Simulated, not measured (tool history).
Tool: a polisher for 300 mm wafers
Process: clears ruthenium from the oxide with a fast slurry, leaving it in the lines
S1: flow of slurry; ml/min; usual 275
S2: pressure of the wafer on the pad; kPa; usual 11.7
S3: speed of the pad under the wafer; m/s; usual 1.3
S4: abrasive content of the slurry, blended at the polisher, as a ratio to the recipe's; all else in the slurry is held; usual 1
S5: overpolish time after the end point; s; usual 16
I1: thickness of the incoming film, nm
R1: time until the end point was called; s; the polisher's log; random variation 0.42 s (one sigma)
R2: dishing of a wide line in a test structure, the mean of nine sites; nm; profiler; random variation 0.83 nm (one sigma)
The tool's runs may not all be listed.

run	hour	S1	S2	S3	S4	S5	I1	R1	R2
1	0	275	11.7	1.3	1	16	149.8	40.9	49.2
# hour 9.9: slurry nozzle cleaned
2	33.4	275	11.7	1.3	1	16	151.9	41.6	49.3
3	52.5	275	11.7	1.3	1.05	16	150.9	40	50.6
# hour 76.9: slurry blender recalibrated
4	84.9	275	11.7	1.3	1.05	16	147.4	39.2	50.1
5	116.9	275	11.7	1.3	1.05	16	153.4	41.2	50.5
6	149.7	275	11.7	1.3	1	16	150.7	42.4	48
7	174.8	275	11.7	1.3	1	16	152.9	42.9	49.1
8	203.3	275	11.7	1.3	1	16	150.6	43.1	46.4
# hour 223.5: head pressure recalibrated
# hour 228.3: worn pad replaced by a new one
# hour 228.7: slurry blender recalibrated
9	229.2	275	11.7	1.3	1	16	148.4	40	49.2
10	262.5	275	11.7	1.3	1	16	152.9	41.8	50.1
11	277.9	275	11.7	1.3	1	16	150.1	40.4	49.5
# hour 303.9: slurry nozzle cleaned
12	311.3	275	11.7	1.3	1	16	149.4	41.2	49
13	334.4	275	10.3	1.52	1.3	13	150.8	34.6	47.5
# hour 352.8: slurry blender recalibrated
14	353.1	275	11.7	1.3	0.7	8	148.2	51.5	20.6
15	377	205	14.5	1.68	1	16	151.5	28.4	66.4

Run 16 comes next. What will it give?
16	396.7	275	9.7	1.06	1	16	151.6	?	?

{"run 16": {"R1": 61.3, "R2": 35.1}}
Without the tool's hidden state the same run would have given R1 58.8 s, R2 36.5 nm.
